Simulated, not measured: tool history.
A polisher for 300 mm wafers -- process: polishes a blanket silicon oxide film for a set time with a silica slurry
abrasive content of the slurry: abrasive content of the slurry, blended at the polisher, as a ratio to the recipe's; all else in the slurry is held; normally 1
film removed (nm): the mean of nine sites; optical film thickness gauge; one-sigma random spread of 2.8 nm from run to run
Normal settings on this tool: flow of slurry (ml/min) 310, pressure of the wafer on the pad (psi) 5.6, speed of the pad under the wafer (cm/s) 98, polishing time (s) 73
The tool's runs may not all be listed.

| run | hour | flow of slurry (ml/min) | pressure of the wafer on the pad (psi) | speed of the pad under the wafer (cm/s) | abrasive content of the slurry | polishing time (s) | wafers since the last listed run | wafers polished on this pad | hours since the slurry nozzle was cleaned | hours since the head pressure was calibrated | hours since the slurry blender was calibrated | hours since the conditioning disc was replaced | incoming thickness of the incoming film, nm | film removed (nm) |
|---|---|---|---|---|---|---|---|---|---|---|---|---|---|---|
| 1 | 0 | 310 | 5.6 | 98 | 1.2 | 73 | 0 | 4 | 365.2 | 381.6 | 134 | 456.2 | 960.6 | 364 |
|  | 19.9 | slurry blender recalibrated |
| 2 | 64.3 | 310 | 5.6 | 98 | 1.2 | 73 | 661 | 665 | 429.5 | 445.9 | 44.4 | 520.5 | 974.9 | 367.4 |
|  | 77.4 | conditioning disc replaced and pad reconditioned |
|  | 93.2 | head pressure recalibrated |
| 3 | 98.2 | 310 | 5.6 | 98 | 1 | 63 | 317 | 983 | 463.4 | 5 | 78.3 | 20.8 | 984.7 | 294.1 |
| 4 | 164.5 | 310 | 5.6 | 98 | 1 | 73 | 704 | 1687 | 529.7 | 71.3 | 144.6 | 87.1 | 993.9 | 339.9 |
|  | 177.5 | worn pad replaced by a new one |
|  | 203.1 | slurry blender recalibrated |
| 5 | 215.3 | 310 | 5.6 | 98 | 1 | 73 | 475 | 380 | 580.5 | 122.1 | 12.2 | 137.9 | 993 | 338.1 |
| 6 | 243.4 | 310 | 5.6 | 98 | 1 | 73 | 298 | 678 | 608.6 | 150.2 | 40.3 | 166 | 986.3 | 334.8 |
| 7 | 303.8 | 310 | 5.6 | 98 | 1 | 73 | 641 | 1320 | 669 | 210.6 | 100.7 | 226.4 | 993.2 | 337.1 |
|  | 341.7 | slurry nozzle cleaned |
|  | 360.7 | slurry blender recalibrated |
|  | 374 | worn pad replaced by a new one |
| 8 | 374.6 | 310 | 5.6 | 64 | 1 | 81 | 677 | 6 | 32.9 | 281.4 | 13.9 | 297.2 | 974.5 | 282.1 |
| 9 | 444.5 | 350 | 7.5 | 98 | 1.2 | 73 | 742 | 748 | 102.8 | 351.3 | 83.8 | 367.1 | 966.1 | 459.9 |
| 10 | 498.7 | 310 | 5.6 | 70 | 1.15 | 73 | 575 | 1324 | 157 | 405.5 | 138 | 421.3 | 967.1 | 279.8 |
|  | 548.9 | slurry blender recalibrated |
| 11 | 554 | 405 | 6.3 | 98 | 1 | 73 | 566 | 1890 | 212.3 | 460.8 | 5.1 | 476.6 | 966.9 | 380 |
|  | 558.4 | worn pad replaced by a new one |
| 12 | 580.7 | 210 | 4.4 | 98 | 1 | 98 | 241 | 236 | 239 | 487.5 | 31.8 | 503.3 | 970.5 | 375.1 |
|  | 592.2 | head pressure recalibrated |
| 13 | 619.2 | 415 | 5.6 | 66 | 1 | 48 | 387 | 623 | 277.5 | 27 | 70.3 | 541.8 | 981.8 | 171.5 |
| 14 | 682.9 | 355 | 5.6 | 98 | 1 | 73 | 676 | 1300 | 341.2 | 90.7 | 134 | 605.5 | 971.6 | 344.7 |
|  | 691.5 | conditioning disc replaced and pad reconditioned |
|  | 707.1 | slurry blender recalibrated |
|  | 730.5 | worn pad replaced by a new one |
|  | 886.8 | slurry blender recalibrated |
| 15 | 887.3 | 310 | 5.6 | 98 | 1 | 73 | 2064 | 1644 | 545.6 | 295.1 | 0.5 | 195.8 | 994.1 | 336.6 |

The same runs without the tool's hidden state, with the same run-to-run variation:
Hidden state at play: removal rate lost through wear of the pad, %; slurry flow missing at the pad, %; deviation of the head's pressure from its setpoint, %; abrasive missing from the slurry, %; time polished since the conditioner stopped cutting, s.
| run | film removed (nm) |
|---|---|
| 1 | 369.9 |
| 2 | 374.5 |
| 3 | 300.3 |
| 4 | 348.2 |
| 5 | 347.3 |
| 6 | 344.5 |
| 7 | 348.1 |
| 8 | 282.4 |
| 9 | 461.5 |
| 10 | 281.3 |
| 11 | 382.5 |
| 12 | 379.1 |
| 13 | 173 |
| 14 | 348.8 |
| 15 | 344.3 |

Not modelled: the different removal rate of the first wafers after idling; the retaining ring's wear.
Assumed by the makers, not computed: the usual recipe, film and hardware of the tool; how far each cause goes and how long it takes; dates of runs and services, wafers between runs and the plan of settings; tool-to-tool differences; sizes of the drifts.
